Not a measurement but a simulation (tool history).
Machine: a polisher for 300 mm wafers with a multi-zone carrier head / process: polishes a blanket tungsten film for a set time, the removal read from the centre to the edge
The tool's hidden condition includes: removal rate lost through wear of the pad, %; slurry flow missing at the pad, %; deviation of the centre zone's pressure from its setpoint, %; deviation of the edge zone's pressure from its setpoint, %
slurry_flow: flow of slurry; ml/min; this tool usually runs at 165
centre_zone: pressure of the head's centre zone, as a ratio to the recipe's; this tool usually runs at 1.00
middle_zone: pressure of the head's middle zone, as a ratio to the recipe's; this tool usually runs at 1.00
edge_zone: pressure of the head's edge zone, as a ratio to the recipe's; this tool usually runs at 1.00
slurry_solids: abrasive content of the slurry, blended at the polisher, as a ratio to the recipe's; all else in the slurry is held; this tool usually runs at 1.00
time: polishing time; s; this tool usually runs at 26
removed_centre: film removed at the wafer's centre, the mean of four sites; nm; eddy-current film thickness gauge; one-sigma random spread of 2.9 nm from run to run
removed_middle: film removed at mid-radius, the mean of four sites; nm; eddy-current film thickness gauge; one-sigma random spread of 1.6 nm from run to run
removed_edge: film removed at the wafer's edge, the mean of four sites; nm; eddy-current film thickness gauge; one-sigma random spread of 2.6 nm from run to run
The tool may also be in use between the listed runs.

run,hour,slurry_flow,centre_zone,middle_zone,edge_zone,slurry_solids,time,wafers since the last listed run,wafers polished on this pad,hours since the slurry nozzle was cleaned,hours since the centre zone pressure was calibrated,hours since the edge zone pressure was calibrated,hours since the carrier head's membrane was replaced,"incoming thickness of the incoming film, nm",removed_centre,removed_middle,removed_edge
1,0.0,165,1.00,1.00,1.00,0.90,26,0,5681,272.5,209.9,813.9,1020.2,618.0,192.6,221.9,227.5
# hour 45.2: worn pad replaced by a new one
2,68.7,165,1.00,1.00,1.00,0.90,26,944,343,341.2,278.6,882.6,1088.9,621.8,191.6,222.8,229.4
# hour 113.7: slurry nozzle cleaned
3,114.4,165,1.00,1.00,1.00,1.00,26,652,995,0.7,324.3,928.3,1134.6,599.4,196.4,226.3,239.0
# hour 135.1: centre zone pressure recalibrated, repeated, since the last time left the tool worse
4,173.2,165,1.00,1.00,1.00,1.00,26,828,1824,59.5,38.1,987.1,1193.4,612.2,229.8,227.3,236.4
5,209.6,165,1.00,1.00,1.00,1.00,26,531,2355,95.9,74.5,1023.5,1229.8,606.2,226.3,228.2,237.5
6,271.8,220,1.00,1.00,1.08,0.80,34,907,3263,158.1,136.7,1085.7,1292.0,600.2,293.1,294.8,315.5
7,308.4,165,1.00,1.00,1.00,1.00,26,534,3797,194.7,173.3,1122.3,1328.6,598.6,229.5,230.8,240.6
# hour 316.5: carrier head's membrane replaced by a new one
8,379.7,165,0.92,1.00,1.00,1.00,26,967,4765,266.0,244.6,1193.6,63.2,610.3,205.8,229.2,235.4
# hour 410.8: edge zone pressure recalibrated
9,428.7,165,1.00,1.06,1.00,1.00,35,685,5451,315.0,293.6,17.9,112.2,607.9,298.7,321.7,318.6
10,455.4,165,1.00,1.12,1.00,0.85,26,389,5840,341.7,320.3,44.6,138.9,617.1,215.2,238.1,226.9
# hour 494.9: slurry nozzle cleaned
# hour 519.5: worn pad replaced by a new one
11,520.0,165,1.00,1.00,1.00,1.00,26,869,6,25.1,384.9,109.2,203.5,609.7,225.3,227.7,237.4
12,545.9,210,1.00,0.96,1.00,1.00,34,377,384,51.0,410.8,135.1,229.4,609.1,297.7,303.2,317.4
13,593.0,165,1.00,1.00,0.96,1.00,26,687,1072,98.1,457.9,182.2,276.5,606.3,220.2,223.7,231.8
14,645.4,165,1.00,1.00,0.95,1.00,26,764,1836,150.5,510.3,234.6,328.9,599.6,214.2,228.3,236.1
15,677.7,215,1.00,1.03,1.00,1.15,20,471,2308,182.8,542.6,266.9,361.2,609.5,187.3,194.8,200.3
16,705.7,165,0.94,1.00,1.00,1.00,26,408,2716,210.8,570.6,294.9,389.2,610.1,207.7,229.3,234.7
17,734.3,185,0.90,1.00,1.05,0.80,26,417,3134,239.4,599.2,323.5,417.8,602.1,185.7,221.7,231.6
18,765.1,110,1.00,1.05,1.00,1.10,18,449,3583,270.2,630.0,354.3,448.6,601.5,136.3,152.6,156.1
19,810.1,165,0.94,1.00,1.00,1.00,31,656,4240,315.2,675.0,399.3,493.6,610.8,247.9,269.1,281.9
# hour 860.6: slurry nozzle cleaned
20,872.4,200,1.10,1.10,1.00,1.00,29,894,5135,11.8,737.3,461.6,555.9,613.1,272.1,284.5,265.9
# hour 887.6: centre zone pressure recalibrated
21,918.6,125,0.92,1.00,1.00,1.20,34,645,5780,58.0,31.0,507.8,602.1,617.2,270.7,287.9,307.5

Each row is a separate what-if for the run after 21, all from the same tool condition, not one after another. Results?
A,919.0,165,1.00,1.00,1.00,1.00,26,5,5785,58.4,31.4,508.2,602.5,610.8,?,?,?
B,919.0,210,1.00,0.96,0.93,0.80,26,5,5785,58.4,31.4,508.2,602.5,610.8,?,?,?
C,919.0,165,1.00,1.08,0.90,1.15,32,5,5785,58.4,31.4,508.2,602.5,610.8,?,?,?
D,919.0,200,1.00,1.10,1.00,1.00,26,5,5785,58.4,31.4,508.2,602.5,610.8,?,?,?

run,removed_centre,removed_middle,removed_edge
A,225.0,226.6,238.9
B,222.6,215.7,226.0
C,287.0,308.5,291.4
D,233.7,254.1,244.4
What these runs would have given with no unlogged condition in the tool:
run,removed_centre,removed_middle,removed_edge
A,226.8,226.6,238.9
B,224.4,215.7,226.0
C,289.3,308.5,291.4
D,235.5,254.0,244.4
